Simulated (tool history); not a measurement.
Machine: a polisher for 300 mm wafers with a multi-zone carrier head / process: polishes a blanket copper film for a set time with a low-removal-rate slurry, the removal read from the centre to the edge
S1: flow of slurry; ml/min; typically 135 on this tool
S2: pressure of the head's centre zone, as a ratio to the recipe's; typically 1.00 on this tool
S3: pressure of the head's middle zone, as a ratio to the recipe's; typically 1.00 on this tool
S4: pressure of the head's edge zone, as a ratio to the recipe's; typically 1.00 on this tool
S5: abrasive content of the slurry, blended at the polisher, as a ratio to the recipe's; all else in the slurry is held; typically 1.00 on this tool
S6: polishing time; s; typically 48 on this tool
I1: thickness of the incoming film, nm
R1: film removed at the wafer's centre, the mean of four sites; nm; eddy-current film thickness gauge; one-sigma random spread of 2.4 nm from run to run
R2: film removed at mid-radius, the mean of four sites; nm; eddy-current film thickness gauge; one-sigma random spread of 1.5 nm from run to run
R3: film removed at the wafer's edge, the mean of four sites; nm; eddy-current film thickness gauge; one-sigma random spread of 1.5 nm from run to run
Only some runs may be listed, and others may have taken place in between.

run 1 hour=0.0 | S1=135 S2=1.00 S3=1.00 S4=1.00 S5=1.00 S6=48 | I1=1563.1 | R1=170.1 R2=169.2 R3=174.4
run 2 hour=82.6 | S1=135 S2=1.00 S3=1.00 S4=1.00 S5=1.00 S6=42 | I1=1574.0 | R1=145.3 R2=146.9 R3=150.3
-- hour=114.9 centre zone pressure recalibrated
run 3 hour=160.4 | S1=135 S2=1.00 S3=1.00 S4=1.00 S5=1.00 S6=42 | I1=1568.9 | R1=139.9 R2=144.8 R3=148.7
-- hour=198.5 slurry nozzle cleaned
run 4 hour=205.7 | S1=135 S2=1.00 S3=1.00 S4=1.00 S5=1.00 S6=56 | I1=1577.2 | R1=185.5 R2=188.8 R3=193.4
-- hour=224.9 edge zone pressure recalibrated
-- hour=243.1 worn pad replaced by a new one, of another model than before
run 5 hour=291.8 | S1=135 S2=1.00 S3=1.00 S4=1.00 S5=1.00 S6=48 | I1=1572.7 | R1=170.2 R2=170.5 R3=175.0
run 6 hour=339.5 | S1=135 S2=1.00 S3=1.00 S4=1.00 S5=1.00 S6=48 | I1=1562.8 | R1=173.3 R2=170.5 R3=173.5
run 7 hour=435.2 | S1=135 S2=1.00 S3=1.00 S4=1.00 S5=1.00 S6=48 | I1=1571.6 | R1=164.1 R2=164.6 R3=168.2
-- hour=475.2 carrier head's membrane replaced by a new one
run 8 hour=537.0 | S1=135 S2=1.00 S3=1.00 S4=1.00 S5=1.00 S6=48 | I1=1560.5 | R1=156.0 R2=160.8 R3=165.1
run 9 hour=574.9 | S1=135 S2=1.00 S3=1.06 S4=1.00 S5=1.25 S6=48 | I1=1567.4 | R1=163.9 R2=172.8 R3=167.6
-- hour=596.9 worn pad replaced by a new one
run 10 hour=631.7 | S1=125 S2=1.10 S3=1.00 S4=0.96 S5=0.80 S6=48 | I1=1565.6 | R1=175.3 R2=166.6 R3=163.9
run 11 hour=731.8 | S1=135 S2=0.90 S3=1.00 S4=1.00 S5=1.00 S6=38 | I1=1596.1 | R1=124.8 R2=134.7 R3=137.8
run 12 hour=805.9 | S1=90 S2=1.00 S3=1.00 S4=1.00 S5=1.00 S6=48 | I1=1543.5 | R1=153.1 R2=154.7 R3=159.4
run 13 hour=857.0 | S1=135 S2=1.00 S3=1.00 S4=1.00 S5=1.00 S6=48 | I1=1545.3 | R1=161.8 R2=162.7 R3=168.6
run 14 hour=902.0 | S1=135 S2=1.00 S3=1.00 S4=1.00 S5=0.90 S6=48 | I1=1551.4 | R1=158.8 R2=160.6 R3=159.9
-- hour=944.4 slurry nozzle cleaned
-- hour=996.2 worn pad replaced by a new one
run 15 hour=1003.8 | S1=170 S2=0.93 S3=1.00 S4=1.00 S5=1.00 S6=48 | I1=1560.9 | R1=165.3 R2=179.1 R3=181.5
run 16 hour=1061.9 | S1=135 S2=1.00 S3=1.00 S4=1.00 S5=0.80 S6=48 | I1=1578.4 | R1=162.0 R2=168.1 R3=170.9
run 17 hour=1128.5 | S1=135 S2=1.00 S3=0.89 S4=1.00 S5=1.00 S6=48 | I1=1574.2 | R1=166.9 R2=156.2 R3=175.9
-- hour=1140.7 centre zone pressure recalibrated
run 18 hour=1184.6 | S1=135 S2=1.00 S3=0.88 S4=1.00 S5=1.10 S6=62 | I1=1573.0 | R1=222.4 R2=201.0 R3=226.6
run 19 hour=1221.0 | S1=135 S2=1.00 S3=1.06 S4=1.00 S5=0.75 S6=48 | I1=1581.5 | R1=159.3 R2=165.8 R3=165.6
-- hour=1237.9 edge zone pressure recalibrated
run 20 hour=1309.6 | S1=135 S2=1.00 S3=1.00 S4=1.00 S5=1.00 S6=48 | I1=1557.8 | R1=161.4 R2=160.4 R3=164.9
-- hour=1367.1 worn pad replaced by a new one
run 21 hour=1410.2 | S1=135 S2=1.00 S3=1.11 S4=1.00 S5=1.00 S6=48 | I1=1539.3 | R1=167.9 R2=186.0 R3=178.2
run 22 hour=1452.8 | S1=135 S2=1.00 S3=1.00 S4=1.00 S5=1.00 S6=48 | I1=1566.5 | R1=171.2 R2=172.4 R3=172.0

The tool's hidden state at each run:
slurry flow missing at the pad, %: 0, the same for each run
deviation of the centre zone's pressure from its setpoint, %: 0, the same for each run
deviation of the edge zone's pressure from its setpoint, %: 0, the same for each run
H1: removal rate lost through wear of the pad, %
run=1 H1=1.37
run=2 H1=2.87
run=3 H1=5.14
run=4 H1=6.84
run=5 H1=1.77
run=6 H1=2.24
run=7 H1=4.12
run=8 H1=7.5
run=9 H1=9.12
run=10 H1=1.34
run=11 H1=2.49
run=12 H1=4.23
run=13 H1=5.87
run=14 H1=7.6
run=15 H1=0.494
run=16 H1=0.785
run=17 H1=1.68
run=18 H1=2.91
run=19 H1=3.94
run=20 H1=7.19
run=21 H1=1
run=22 H1=1.38

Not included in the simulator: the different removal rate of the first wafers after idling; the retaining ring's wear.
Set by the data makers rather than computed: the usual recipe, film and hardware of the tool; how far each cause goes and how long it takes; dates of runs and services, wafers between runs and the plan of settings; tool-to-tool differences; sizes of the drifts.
